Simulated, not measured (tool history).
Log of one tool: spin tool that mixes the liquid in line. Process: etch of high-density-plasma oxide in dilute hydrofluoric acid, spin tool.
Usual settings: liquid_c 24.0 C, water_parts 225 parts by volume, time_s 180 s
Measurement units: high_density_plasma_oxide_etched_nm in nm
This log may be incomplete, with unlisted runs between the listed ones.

| run | hour | liquid_c | water_parts | time_s | read-back film thickness of the high-density-plasma oxide reference wafer, read on the same gauge (nm) | high_density_plasma_oxide_etched_nm |
|---|---|---|---|---|---|---|
| 1 | 0.0 | 24.0 | 225 | 180 | 59.986 | 3.857 |
| 2 | 83.3 | 24.0 | 225 | 180 | 59.982 | 3.813 |
| 3 | 165.3 | 24.0 | 225 | 180 | 60.013 | 3.829 |
| 4 | 270.1 | 24.0 | 225 | 180 | 60.004 | 3.885 |
| 5 | 311.7 | 24.0 | 225 | 180 | 60.019 | 3.855 |
|  | 316.1 | gauge calibrated |
| 6 | 375.7 | 24.0 | 225 | 180 | 60.025 | 3.861 |
| 7 | 427.5 | 24.0 | 225 | 180 | 59.998 | 3.898 |
| 8 | 479.1 | 24.0 | 225 | 180 | 59.981 | 3.867 |
| 9 | 563.2 | 24.0 | 225 | 180 | 59.974 | 3.885 |
| 10 | 633.9 | 21.5 | 260 | 150 | 59.996 | 2.466 |
| 11 | 686.8 | 24.0 | 225 | 180 | 59.988 | 3.905 |
| 12 | 763.1 | 24.0 | 225 | 180 | 59.986 | 3.917 |
| 13 | 861.5 | 26.5 | 145 | 230 | 60.002 | 9.280 |
| 14 | 1148.4 | 24.0 | 225 | 180 | 60.009 | 3.920 |
| 15 | 1193.3 | 20.0 | 225 | 180 | 59.988 | 3.417 |
| 16 | 1297.0 | 20.5 | 225 | 150 | 60.007 | 2.914 |
| 17 | 1606.2 | 20.0 | 225 | 180 | 59.998 | 3.448 |
|  | 1636.1 | thermometer replaced |
| 18 | 1665.1 | 19.0 | 290 | 180 | 60.007 | 2.344 |
|  | 1689.8 | hydrofluoric acid flow meter replaced |
| 19 | 1753.5 | 28.5 | 320 | 265 | 59.999 | 4.212 |
| 20 | 1846.7 | 24.0 | 225 | 180 | 60.018 | 3.913 |
| 21 | 1930.9 | 24.0 | 315 | 180 | 59.995 | 2.529 |
| 22 | 1993.0 | 25.5 | 285 | 230 | 60.010 | 3.918 |
| 23 | 2052.0 | 24.0 | 225 | 180 | 60.007 | 3.889 |
| 24 | 2149.5 | 20.0 | 170 | 110 | 59.993 | 2.888 |
| 25 | 2205.9 | 27.5 | 285 | 180 | 60.016 | 3.279 |
| 26 | 2299.6 | 24.0 | 225 | 265 | 60.013 | 5.808 |
| 27 | 2367.5 | 21.0 | 225 | 95 | 59.998 | 1.889 |
| 28 | 2444.1 | 24.0 | 225 | 225 | 59.988 | 4.920 |
| 29 | 2597.9 | 28.0 | 225 | 180 | 60.007 | 4.556 |
| 30 | 2640.1 | 24.0 | 225 | 180 | 60.013 | 3.988 |
| 31 | 2923.0 | 26.5 | 125 | 230 | 60.012 | 11.276 |

5 ways to go on from here, each from the tool as it stands after run 31. What would each give?
| A | 2923.5 | 21.0 | 225 | 180 | ? | ? |
| B | 2923.5 | 24.0 | 195 | 255 | ? | ? |
| C | 2923.5 | 22.0 | 120 | 120 | ? | ? |
| D | 2923.5 | 28.0 | 260 | 285 | ? | ? |
| E | 2923.5 | 28.5 | 225 | 180 | ? | ? |

| run | read-back film thickness of the high-density-plasma oxide reference wafer, read on the same gauge (nm) | high_density_plasma_oxide_etched_nm |
|---|---|---|
| A | 59.997 | 3.595 |
| B | 59.997 | 6.774 |
| C | 59.997 | 5.231 |
| D | 59.997 | 6.070 |
| E | 59.997 | 4.691 |
Take away the tool's hidden state, keep each run's random variation, and the runs would have read:
| run | high_density_plasma_oxide_etched_nm |
|---|---|
| A | 3.417 |
| B | 6.443 |
| C | 4.958 |
| D | 5.798 |
| E | 4.478 |
